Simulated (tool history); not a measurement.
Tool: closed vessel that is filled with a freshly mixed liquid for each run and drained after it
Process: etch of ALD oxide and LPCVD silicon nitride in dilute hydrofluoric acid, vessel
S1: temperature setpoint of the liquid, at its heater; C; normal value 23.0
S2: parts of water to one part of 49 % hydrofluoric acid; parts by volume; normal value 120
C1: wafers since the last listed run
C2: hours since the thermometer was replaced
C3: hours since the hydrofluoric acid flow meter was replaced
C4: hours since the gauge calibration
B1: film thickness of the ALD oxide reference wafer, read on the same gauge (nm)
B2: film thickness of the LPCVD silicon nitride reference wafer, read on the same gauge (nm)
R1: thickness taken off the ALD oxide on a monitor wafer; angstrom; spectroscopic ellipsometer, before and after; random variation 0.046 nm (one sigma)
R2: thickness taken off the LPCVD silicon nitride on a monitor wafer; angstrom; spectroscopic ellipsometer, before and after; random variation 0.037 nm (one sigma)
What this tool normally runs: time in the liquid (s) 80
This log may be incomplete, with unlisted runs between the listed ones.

{"run": 1, "hour": 0.0, "S1": 21.5, "S2": 120, "time in the liquid (s)": 80, "C1": 0, "C2": 2522.6, "C3": 1488.6, "C4": 1169.8, "B1": 70.02, "B2": 39.994, "R1": 57.6, "R2": 2.29}
{"run": 2, "hour": 66.1, "S1": 21.5, "S2": 120, "time in the liquid (s)": 80, "C1": 9527, "C2": 2588.7, "C3": 1554.7, "C4": 1235.9, "B1": 70.01, "B2": 40.014, "R1": 58.2, "R2": 2.83}
{"run": 3, "hour": 124.1, "S1": 21.5, "S2": 120, "time in the liquid (s)": 80, "C1": 8360, "C2": 2646.7, "C3": 1612.7, "C4": 1293.9, "B1": 70.01, "B2": 39.957, "R1": 58.5, "R2": 2.99}
{"run": 4, "hour": 150.4, "S1": 23.0, "S2": 120, "time in the liquid (s)": 80, "C1": 3791, "C2": 2673.0, "C3": 1639.0, "C4": 1320.2, "B1": 70.02, "B2": 39.99, "R1": 61.8, "R2": 3.23}
{"run": 5, "hour": 187.6, "S1": 19.0, "S2": 80, "time in the liquid (s)": 65, "C1": 5362, "C2": 2710.2, "C3": 1676.2, "C4": 1357.4, "B1": 70.03, "B2": 39.965, "R1": 66.0, "R2": 3.41}
{"hour": 229.7, "done": "hydrofluoric acid flow meter replaced"}
{"run": 6, "hour": 250.9, "S1": 18.0, "S2": 70, "time in the liquid (s)": 40, "C1": 8980, "C2": 2773.5, "C3": 21.2, "C4": 1420.7, "B1": 69.93, "B2": 39.986, "R1": 42.1, "R2": 2.17}
{"run": 7, "hour": 300.2, "S1": 23.0, "S2": 120, "time in the liquid (s)": 95, "C1": 7106, "C2": 2822.8, "C3": 70.5, "C4": 1470.0, "B1": 70.03, "B2": 39.992, "R1": 67.8, "R2": 3.18}
{"run": 8, "hour": 343.7, "S1": 27.0, "S2": 135, "time in the liquid (s)": 65, "C1": 6270, "C2": 2866.3, "C3": 114.0, "C4": 1513.5, "B1": 69.97, "B2": 40.0, "R1": 47.8, "R2": 2.87}
{"run": 9, "hour": 394.8, "S1": 23.0, "S2": 140, "time in the liquid (s)": 80, "C1": 7365, "C2": 2917.4, "C3": 165.1, "C4": 1564.6, "B1": 70.01, "B2": 40.009, "R1": 48.0, "R2": 2.46}
{"run": 10, "hour": 425.5, "S1": 23.0, "S2": 120, "time in the liquid (s)": 40, "C1": 4425, "C2": 2948.1, "C3": 195.8, "C4": 1595.3, "B1": 70.01, "B2": 39.992, "R1": 28.8, "R2": 1.56}
{"run": 11, "hour": 594.1, "S1": 23.0, "S2": 150, "time in the liquid (s)": 80, "C1": 24302, "C2": 3116.7, "C3": 364.4, "C4": 1763.9, "B1": 70.01, "B2": 39.98, "R1": 44.7, "R2": 2.34}
{"run": 12, "hour": 628.9, "S1": 20.0, "S2": 85, "time in the liquid (s)": 80, "C1": 5016, "C2": 3151.5, "C3": 399.2, "C4": 1798.7, "B1": 70.04, "B2": 40.01, "R1": 74.5, "R2": 3.06}
{"run": 13, "hour": 683.3, "S1": 26.0, "S2": 170, "time in the liquid (s)": 65, "C1": 7841, "C2": 3205.9, "C3": 453.6, "C4": 1853.1, "B1": 69.99, "B2": 40.0, "R1": 34.8, "R2": 1.73}
{"run": 14, "hour": 722.4, "S1": 19.5, "S2": 95, "time in the liquid (s)": 115, "C1": 5636, "C2": 3245.0, "C3": 492.7, "C4": 1892.2, "B1": 70.01, "B2": 40.008, "R1": 93.6, "R2": 4.44}
{"hour": 785.2, "done": "thermometer replaced"}
{"run": 15, "hour": 786.7, "S1": 27.0, "S2": 135, "time in the liquid (s)": 65, "C1": 9124, "C2": 1.5, "C3": 557.0, "C4": 1956.5, "B1": 70.0, "B2": 39.988, "R1": 52.2, "R2": 3.82}
{"run": 16, "hour": 840.1, "S1": 23.0, "S2": 120, "time in the liquid (s)": 45, "C1": 7697, "C2": 54.9, "C3": 610.4, "C4": 2009.9, "B1": 69.98, "B2": 39.985, "R1": 35.2, "R2": 2.13}
{"run": 17, "hour": 912.0, "S1": 26.5, "S2": 90, "time in the liquid (s)": 55, "C1": 10364, "C2": 126.8, "C3": 682.3, "C4": 2081.8, "B1": 70.01, "B2": 39.967, "R1": 68.8, "R2": 4.09}
{"run": 18, "hour": 979.4, "S1": 21.5, "S2": 120, "time in the liquid (s)": 80, "C1": 9715, "C2": 194.2, "C3": 749.7, "C4": 2149.2, "B1": 70.0, "B2": 40.016, "R1": 59.9, "R2": 3.04}
{"hour": 1056.1, "done": "gauge calibrated"}
{"run": 19, "hour": 1121.7, "S1": 23.0, "S2": 120, "time in the liquid (s)": 80, "C1": 20511, "C2": 336.5, "C3": 892.0, "C4": 65.6, "B1": 69.95, "B2": 39.971, "R1": 62.4, "R2": 3.66}
{"run": 20, "hour": 1166.8, "S1": 23.0, "S2": 120, "time in the liquid (s)": 80, "C1": 6500, "C2": 381.6, "C3": 937.1, "C4": 110.7, "B1": 70.03, "B2": 40.012, "R1": 62.9, "R2": 3.16}
{"run": 21, "hour": 1232.6, "S1": 18.5, "S2": 175, "time in the liquid (s)": 80, "C1": 9484, "C2": 447.4, "C3": 1002.9, "C4": 176.5, "B1": 69.96, "B2": 40.028, "R1": 34.1, "R2": 2.04}
{"run": 22, "hour": 1266.8, "S1": 20.0, "S2": 180, "time in the liquid (s)": 50, "C1": 4929, "C2": 481.6, "C3": 1037.1, "C4": 210.7, "B1": 69.99, "B2": 39.978, "R1": 22.0, "R2": 1.21}
{"run": 23, "hour": 1309.8, "S1": 19.5, "S2": 65, "time in the liquid (s)": 60, "C1": 6198, "C2": 524.6, "C3": 1080.1, "C4": 253.7, "B1": 70.0, "B2": 40.045, "R1": 79.6, "R2": 3.92}
{"run": 24, "hour": 1374.6, "S1": 25.5, "S2": 120, "time in the liquid (s)": 80, "C1": 9340, "C2": 589.4, "C3": 1144.9, "C4": 318.5, "B1": 69.99, "B2": 39.996, "R1": 69.4, "R2": 4.59}
{"run": 25, "hour": 1428.6, "S1": 27.0, "S2": 120, "time in the liquid (s)": 80, "C1": 7783, "C2": 643.4, "C3": 1198.9, "C4": 372.5, "B1": 70.01, "B2": 40.019, "R1": 73.8, "R2": 4.19}

Forecast run 26:
{"run": 26, "hour": 1489.4, "S1": 20.0, "S2": 180, "time in the liquid (s)": 50, "C1": 8764, "C2": 704.2, "C3": 1259.7, "C4": 433.3, "B1": "?", "B2": "?", "R1": "?", "R2": "?"}

{"run 26": {"B1": 70.04, "B2": 39.969, "R1": 21.9, "R2": 1.3}}
Minus the tool's unlogged condition, the same run would have read R1 21.2 angstrom, R2 1.29 angstrom.

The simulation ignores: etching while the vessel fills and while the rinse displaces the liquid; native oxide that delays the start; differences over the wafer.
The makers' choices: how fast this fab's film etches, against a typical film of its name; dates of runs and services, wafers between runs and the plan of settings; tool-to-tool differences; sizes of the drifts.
